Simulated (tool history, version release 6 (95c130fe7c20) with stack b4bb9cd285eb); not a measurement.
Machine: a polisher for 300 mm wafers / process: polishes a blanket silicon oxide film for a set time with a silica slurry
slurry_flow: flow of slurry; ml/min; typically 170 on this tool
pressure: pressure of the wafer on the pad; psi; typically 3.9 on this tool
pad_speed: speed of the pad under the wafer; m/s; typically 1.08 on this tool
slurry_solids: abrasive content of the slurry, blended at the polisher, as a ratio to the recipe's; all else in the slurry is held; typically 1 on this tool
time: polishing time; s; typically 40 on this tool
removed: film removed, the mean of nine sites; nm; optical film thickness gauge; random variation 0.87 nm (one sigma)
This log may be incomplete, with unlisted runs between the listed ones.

| run | day | slurry_flow | pressure | pad_speed | slurry_solids | time | incoming thickness of the incoming film, nm | removed |
|---|---|---|---|---|---|---|---|---|
| 1 | 0 | 170 | 4.8 | 1.08 | 1 | 40 | 1283 | 143.6 |
| 2 | 1.492 | 170 | 3.9 | 0.88 | 1 | 40 | 1256.1 | 100.5 |
| 3 | 2.733 | 170 | 3.9 | 0.88 | 1 | 40 | 1251.2 | 100.1 |
| 4 | 3.742 | 170 | 3.9 | 1.26 | 1 | 40 | 1263.5 | 135.1 |
|  | 4.55 | conditioning disc replaced and pad reconditioned |
| 5 | 5.225 | 170 | 3.9 | 1.26 | 1 | 40 | 1255.7 | 134.1 |
| 6 | 6.092 | 135 | 3.9 | 1.08 | 1 | 51 | 1260.7 | 146 |
| 7 | 7.208 | 170 | 5.2 | 1.08 | 1.1 | 40 | 1250.5 | 160.5 |
|  | 7.954 | slurry blender recalibrated |
| 8 | 7.975 | 145 | 3.9 | 1.08 | 0.9 | 40 | 1268.1 | 111.1 |
| 9 | 8.621 | 170 | 3.9 | 1.08 | 1.15 | 40 | 1256 | 125.1 |
| 10 | 9.225 | 170 | 3.2 | 1.08 | 1 | 30 | 1257 | 73.8 |
| 11 | 10.371 | 185 | 5.2 | 1.08 | 1 | 40 | 1274.6 | 157 |
|  | 10.567 | worn pad replaced by a new one |
| 12 | 11.021 | 170 | 3.9 | 1.08 | 1 | 40 | 1256.3 | 117.5 |
| 13 | 12.208 | 170 | 3.9 | 1.08 | 1 | 40 | 1261.1 | 118.9 |
| 14 | 13.6 | 170 | 3.9 | 1.08 | 1.25 | 47 | 1279.1 | 150.1 |
| 15 | 14.696 | 170 | 3.9 | 1.08 | 1 | 40 | 1279.3 | 118.7 |
| 16 | 15.358 | 170 | 3.9 | 1.08 | 0.75 | 40 | 1273.6 | 107.3 |
|  | 16.121 | slurry nozzle cleaned |
| 17 | 16.158 | 170 | 3.9 | 1.08 | 1 | 40 | 1270.2 | 118.9 |

Run 18 comes next. What will it give?
|  | 16.825 | slurry blender recalibrated |
|  | 19.167 | worn pad replaced by a new one |
| 18 | 19.892 | 110 | 3.3 | 1.08 | 1 | 46 | 1277.7 | ? |

removed: 109.8 nm
Without the tool's hidden state the same run would have given removed 109.8 nm.
